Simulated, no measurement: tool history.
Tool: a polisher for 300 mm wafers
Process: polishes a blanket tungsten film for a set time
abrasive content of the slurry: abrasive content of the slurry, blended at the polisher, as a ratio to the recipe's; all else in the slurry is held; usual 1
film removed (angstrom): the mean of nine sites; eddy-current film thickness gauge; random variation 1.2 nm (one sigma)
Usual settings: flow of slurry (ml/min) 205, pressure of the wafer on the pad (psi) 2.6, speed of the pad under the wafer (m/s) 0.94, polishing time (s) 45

run	hour	flow of slurry (ml/min)	pressure of the wafer on the pad (psi)	speed of the pad under the wafer (m/s)	abrasive content of the slurry	polishing time (s)	wafers since the last listed run	wafers polished on this pad	hours since the slurry nozzle was cleaned	hours since the head pressure was calibrated	hours since the slurry blender was calibrated	hours since the slurry got fresh peroxide	incoming thickness of the incoming film, nm	film removed (angstrom)
1	0	205	2.6	1.1	0.8	45	0	3426	424.4	172	137.4	117	630.4	1620
2	85.1	205	2.6	0.94	1	45	949	4376	509.5	257.1	222.5	202.1	608.3	1454
# hour 131.2: slurry nozzle cleaned
# hour 142.1: worn pad replaced by a new one
3	184.8	205	2.6	0.94	1	45	1057	476	53.6	356.8	322.2	301.8	607	1462
# hour 292.4: slurry blender recalibrated
# hour 308.4: slurry tank refilled with fresh slurry and peroxide
4	477.6	205	2.6	0.94	1	45	3234	3711	346.4	649.6	185.2	169.2	622.8	1485
5	518.4	205	2.6	0.94	1	45	455	4167	387.2	690.4	226	210	609.7	1453
# hour 555.5: worn pad replaced by a new one
6	606.2	205	2.6	0.94	1	45	935	566	475	778.2	313.8	297.8	623.9	1458
# hour 658.2: slurry tank refilled with fresh slurry and peroxide
7	662.2	205	2.6	0.94	1	45	613	1180	531	834.2	369.8	4	621.8	1486
# hour 666.6: slurry blender recalibrated
8	755	245	2.3	0.94	1	45	1013	2193	623.8	927	88.4	96.8	620.8	1399
# hour 769.8: slurry nozzle cleaned
9	810.8	245	2.3	0.94	1	45	611	2805	41	982.8	144.2	152.6	613.9	1376
10	897.6	205	2.6	0.94	1.2	45	968	3774	127.8	1069.6	231	239.4	612.3	1509
# hour 984.1: worn pad replaced by a new one
11	984.6	205	2.6	1.16	0.8	45	926	5	214.8	1156.6	318	326.4	612.2	1666
# hour 1010.9: slurry tank refilled with fresh slurry and peroxide
# hour 1044: slurry blender recalibrated
12	1079.1	205	2.6	0.94	1	45	1021	1027	309.3	1251.1	35.1	68.2	618.5	1485
13	1169.5	260	3.5	0.94	1.2	45	1009	2036	399.7	1341.5	125.5	158.6	626	1909
14	1274.5	205	2.6	0.94	1	45	1172	3208	504.7	1446.5	230.5	263.6	632.7	1450
# hour 1309.2: slurry nozzle cleaned
15	1324.2	205	2.6	0.94	1	58	543	3752	15	1496.2	280.2	313.3	610.2	1853
# hour 1338.8: head pressure recalibrated
16	1391.6	205	2.6	0.94	1	45	730	4482	82.4	52.8	347.6	380.7	618.5	1437
# hour 1424.2: worn pad replaced by a new one, of another model than before
# hour 1464.4: slurry tank refilled with fresh slurry and peroxide
# hour 1474.4: slurry blender recalibrated
17	1480.9	205	2.1	0.68	1.2	45	918	598	171.7	142.1	6.5	16.5	612.1	1198
18	1538.9	205	2.6	0.94	1	45	647	1246	229.7	200.1	64.5	74.5	621.3	1481
19	1590.9	155	2.6	1.06	0.7	33	580	1826	281.7	252.1	116.5	126.5	620.8	985
20	1679.5	205	2.6	1.14	0.8	45	989	2815	370.3	340.7	205.1	215.1	627.5	1566
21	1782.3	170	3	0.94	0.85	45	1147	3963	473.1	443.5	307.9	317.9	616.8	1401
# hour 1820.8: worn pad replaced by a new one
22	1839.8	205	2.6	0.94	1	45	597	211	530.6	501	365.4	375.4	611.5	1450
# hour 1875.9: slurry nozzle cleaned
# hour 1903.8: slurry tank refilled with fresh slurry and peroxide
# hour 1912.6: slurry blender recalibrated
23	1934.9	255	2.6	0.94	1	45	1016	1228	59	596.1	22.3	31.1	610.9	1531
24	2002.7	205	2.6	1.18	1	45	756	1985	126.8	663.9	90.1	98.9	627.2	1729

The tool's hidden state at each run:
removal rate lost through wear of the pad, %: 0 in every run
slurry flow missing at the pad, %: 0 in every run
deviation of the head's pressure from its setpoint, %: 0 in every run
abrasive missing from the slurry, %: 0 in every run
H1: peroxide lost from the slurry, %
run	H1
1	6.26
2	8.36
3	9.6
4	7.69
5	8.48
6	9.55
7	2.05
8	7.24
9	9.01
10	10.6
11	11.5
12	5.73
13	8.88
14	10.7
15	11.1
16	11.5
17	2.18
18	5.51
19	7.48
20	9.49
21	10.6
22	11
23	2.94
24	6.31
